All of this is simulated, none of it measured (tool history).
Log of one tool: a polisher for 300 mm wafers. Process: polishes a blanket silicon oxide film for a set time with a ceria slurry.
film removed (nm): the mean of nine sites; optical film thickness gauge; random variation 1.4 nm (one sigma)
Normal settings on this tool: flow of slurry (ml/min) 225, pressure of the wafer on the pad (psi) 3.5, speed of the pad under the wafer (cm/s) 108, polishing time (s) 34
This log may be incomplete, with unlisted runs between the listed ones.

run,hour,flow of slurry (ml/min),pressure of the wafer on the pad (psi),speed of the pad under the wafer (cm/s),polishing time (s),wafers since the last listed run,wafers polished on this pad,hours since the slurry nozzle was cleaned,hours since the head pressure was calibrated,"incoming thickness of the incoming film, nm",film removed (nm)
1,0,225,3.5,120,34,0,649,253.3,242.5,922.1,171
2,8.3,225,3.5,120,34,61,710,261.6,250.8,937.8,170.4
3,23.1,225,3.5,120,34,109,820,276.4,265.6,918.8,169.2
4,33.2,225,3.5,108,34,74,894,286.5,275.7,898.8,149.5
5,49.1,225,3.5,108,34,117,1012,302.4,291.6,926.6,144.8
6,63.8,225,3.5,108,34,108,1121,317.1,306.3,915.7,142.4
7,75.2,225,3.5,108,34,84,1205,328.5,317.7,925,141.3
8,86.7,225,3.5,108,34,85,1290,340,329.2,903.1,137.9
# hour 99.2: worn pad replaced by a new one
9,99.7,225,3.5,108,43,66,3,353,342.2,906.2,201.7
10,107.4,225,3.5,108,34,56,60,360.7,349.9,929.8,159.5
# hour 110.8: head pressure recalibrated
# hour 117.7: slurry nozzle cleaned
11,120.1,280,2.9,108,42,71,132,2.4,9.3,927.6,173.3
12,129.2,225,3.9,108,28,67,199,11.5,18.4,904.9,141
13,144,225,3.1,132,34,109,309,26.3,33.2,922.1,178.1
14,161.2,225,3.5,108,34,127,436,43.5,50.4,924.3,155.7
15,171,180,3.5,108,34,72,508,53.3,60.2,916.7,152.6
16,180.6,225,3.5,108,34,70,579,62.9,69.8,915.9,155.3
17,195,225,3,108,34,106,686,77.3,84.2,927.3,138.2

Branching from run 17: 5 alternative next runs. What would each branch give?
A,195.4,225,3.5,108,34,2,689,77.7,84.6,914.8,?
B,195.4,225,2.8,140,34,2,689,77.7,84.6,914.8,?
C,195.4,225,4.5,108,31,2,689,77.7,84.6,914.8,?
D,195.4,225,2.5,132,27,2,689,77.7,84.6,914.8,?
E,195.4,170,3.2,108,31,2,689,77.7,84.6,914.8,?

run,film removed (nm)
A,152.1
B,169.5
C,166.6
D,118
E,124.9
Without the tool's unlogged condition, the same runs would have read:
run,film removed (nm)
A,158.3
B,176.4
C,173.3
D,122.8
E,129.9
